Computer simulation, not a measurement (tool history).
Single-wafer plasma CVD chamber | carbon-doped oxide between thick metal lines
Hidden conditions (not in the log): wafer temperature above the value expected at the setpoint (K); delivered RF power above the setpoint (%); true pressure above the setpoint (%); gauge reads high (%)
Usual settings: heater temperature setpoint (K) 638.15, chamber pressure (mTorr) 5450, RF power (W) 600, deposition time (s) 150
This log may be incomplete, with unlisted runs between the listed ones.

| run | hour | heater temperature setpoint (K) | chamber pressure (mTorr) | RF power (W) | deposition time (s) | wafers since the last listed run | hours since the last thermocouple change | hours since the last RF generator calibration | hours since the last manometer calibration | hours since the showerhead was replaced | hours since the gauge calibration | read-back reference wafer on the same gauge, thickness_nm | mean film thickness on the monitor wafer (angstrom) |
|---|---|---|---|---|---|---|---|---|---|---|---|---|---|
| 1 | 0.0 | 638.15 | 5450 | 660 | 150 | 0 | 2452.4 | 973.6 | 1904.1 | 3353.7 | 291.4 | 890.603 | 9498.84 |
| 2 | 11.1 | 638.15 | 5450 | 600 | 172 | 153 | 2463.5 | 984.7 | 1915.2 | 3364.8 | 302.5 | 890.797 | 10030.08 |
| 3 | 22.1 | 638.15 | 5450 | 600 | 170 | 151 | 2474.5 | 995.7 | 1926.2 | 3375.8 | 313.5 | 889.531 | 10062.61 |
| 4 | 30.3 | 638.15 | 5450 | 600 | 150 | 113 | 2482.7 | 1003.9 | 1934.4 | 3384.0 | 321.7 | 889.616 | 8856.84 |
| 5 | 37.6 | 638.15 | 5450 | 600 | 150 | 100 | 2490.0 | 1011.2 | 1941.7 | 3391.3 | 329.0 | 889.771 | 8885.78 |
| 6 | 49.8 | 638.15 | 5450 | 600 | 150 | 168 | 2502.2 | 1023.4 | 1953.9 | 3403.5 | 341.2 | 889.858 | 8793.51 |
| 7 | 58.9 | 638.15 | 5450 | 600 | 150 | 125 | 2511.3 | 1032.5 | 1963.0 | 3412.6 | 350.3 | 891.943 | 8833.87 |
| 8 | 95.9 | 638.15 | 5450 | 600 | 150 | 510 | 2548.3 | 1069.5 | 2000.0 | 3449.6 | 387.3 | 890.348 | 8840.88 |
| 9 | 107.1 | 638.15 | 5450 | 600 | 150 | 154 | 2559.5 | 1080.7 | 2011.2 | 3460.8 | 398.5 | 890.548 | 8768.43 |
| 10 | 146.9 | 648.15 | 5450 | 600 | 150 | 549 | 2599.3 | 1120.5 | 2051.0 | 3500.6 | 438.3 | 889.244 | 8565.69 |
| 11 | 155.1 | 648.15 | 5450 | 600 | 150 | 113 | 2607.5 | 1128.7 | 2059.2 | 3508.8 | 446.5 | 890.795 | 8556.90 |
| 12 | 170.3 | 638.15 | 5450 | 600 | 150 | 209 | 2622.7 | 1143.9 | 2074.4 | 3524.0 | 461.7 | 889.248 | 8755.85 |
| 13 | 221.6 | 638.15 | 5450 | 600 | 150 | 708 | 2674.0 | 1195.2 | 2125.7 | 3575.3 | 513.0 | 891.818 | 8712.59 |
| 14 | 236.4 | 645.15 | 5050 | 600 | 150 | 204 | 2688.8 | 1210.0 | 2140.5 | 3590.1 | 527.8 | 889.044 | 8505.26 |
|  | 249.5 | thermocouple changed; heater temperature recalibrated |
| 15 | 250.0 | 629.15 | 5450 | 705 | 169 | 77 | 0.5 | 1223.6 | 2154.1 | 3603.7 | 541.4 | 890.442 | 11346.63 |
| 16 | 257.3 | 638.15 | 4210 | 670 | 150 | 100 | 7.8 | 1230.9 | 2161.4 | 3611.0 | 548.7 | 888.992 | 9173.59 |
|  | 266.3 | gauge calibrated |
|  | 271.9 | RF generator calibrated |
| 17 | 272.4 | 638.15 | 5000 | 645 | 150 | 97 | 22.9 | 0.5 | 2176.5 | 3626.1 | 6.1 | 890.154 | 9562.22 |
| 18 | 289.3 | 638.15 | 5970 | 600 | 125 | 233 | 39.8 | 17.4 | 2193.4 | 3643.0 | 23.0 | 890.822 | 7876.16 |
|  | 303.3 | capacitance manometer re-zeroed and calibrated |
|  | 307.0 | showerhead replaced |
| 19 | 307.5 | 638.15 | 5970 | 600 | 125 | 89 | 58.0 | 35.6 | 4.2 | 0.5 | 41.2 | 889.855 | 7817.71 |
| 20 | 312.3 | 638.15 | 5450 | 700 | 150 | 66 | 62.8 | 40.4 | 9.0 | 5.3 | 46.0 | 890.174 | 10277.53 |
| 21 | 321.9 | 624.15 | 6530 | 710 | 136 | 132 | 72.4 | 50.0 | 18.6 | 14.9 | 55.6 | 890.446 | 9949.64 |
| 22 | 334.0 | 629.15 | 5450 | 655 | 138 | 167 | 84.5 | 62.1 | 30.7 | 27.0 | 67.7 | 889.382 | 9251.04 |
| 23 | 346.0 | 638.15 | 5970 | 600 | 125 | 165 | 96.5 | 74.1 | 42.7 | 39.0 | 79.7 | 890.436 | 7740.09 |
| 24 | 361.5 | 643.15 | 4680 | 695 | 122 | 213 | 112.0 | 89.6 | 58.2 | 54.5 | 95.2 | 890.088 | 8030.13 |
| 25 | 371.6 | 638.15 | 6070 | 675 | 133 | 139 | 122.1 | 99.7 | 68.3 | 64.6 | 105.3 | 889.044 | 8987.67 |
| 26 | 384.5 | 644.15 | 5450 | 645 | 150 | 178 | 135.0 | 112.6 | 81.2 | 77.5 | 118.2 | 892.431 | 9457.79 |
| 27 | 399.7 | 645.15 | 5050 | 600 | 150 | 209 | 150.2 | 127.8 | 96.4 | 92.7 | 133.4 | 888.911 | 8877.78 |
| 28 | 408.0 | 638.15 | 4950 | 665 | 179 | 114 | 158.5 | 136.1 | 104.7 | 101.0 | 141.7 | 887.845 | 11533.71 |

What if the next run were any one of these 4? Each begins from the tool's condition after run 28:
| A | 408.4 | 638.15 | 5450 | 715 | 150 | 5 | 158.9 | 136.5 | 105.1 | 101.4 | 142.1 | ? | ? |
| B | 408.4 | 627.15 | 6800 | 600 | 150 | 5 | 158.9 | 136.5 | 105.1 | 101.4 | 142.1 | ? | ? |
| C | 408.4 | 638.15 | 4350 | 520 | 150 | 5 | 158.9 | 136.5 | 105.1 | 101.4 | 142.1 | ? | ? |
| D | 408.4 | 646.15 | 5450 | 490 | 150 | 5 | 158.9 | 136.5 | 105.1 | 101.4 | 142.1 | ? | ? |

| run | read-back reference wafer on the same gauge, thickness_nm | mean film thickness on the monitor wafer (angstrom) |
|---|---|---|
| A | 890.720 | 10326.80 |
| B | 890.720 | 9622.89 |
| C | 890.720 | 7933.88 |
| D | 890.720 | 7659.54 |
With no hidden state in the tool, these same runs would have given:
| run | mean film thickness on the monitor wafer (angstrom) |
|---|---|
| A | 10529.72 |
| B | 9817.59 |
| C | 8102.63 |
| D | 7829.11 |
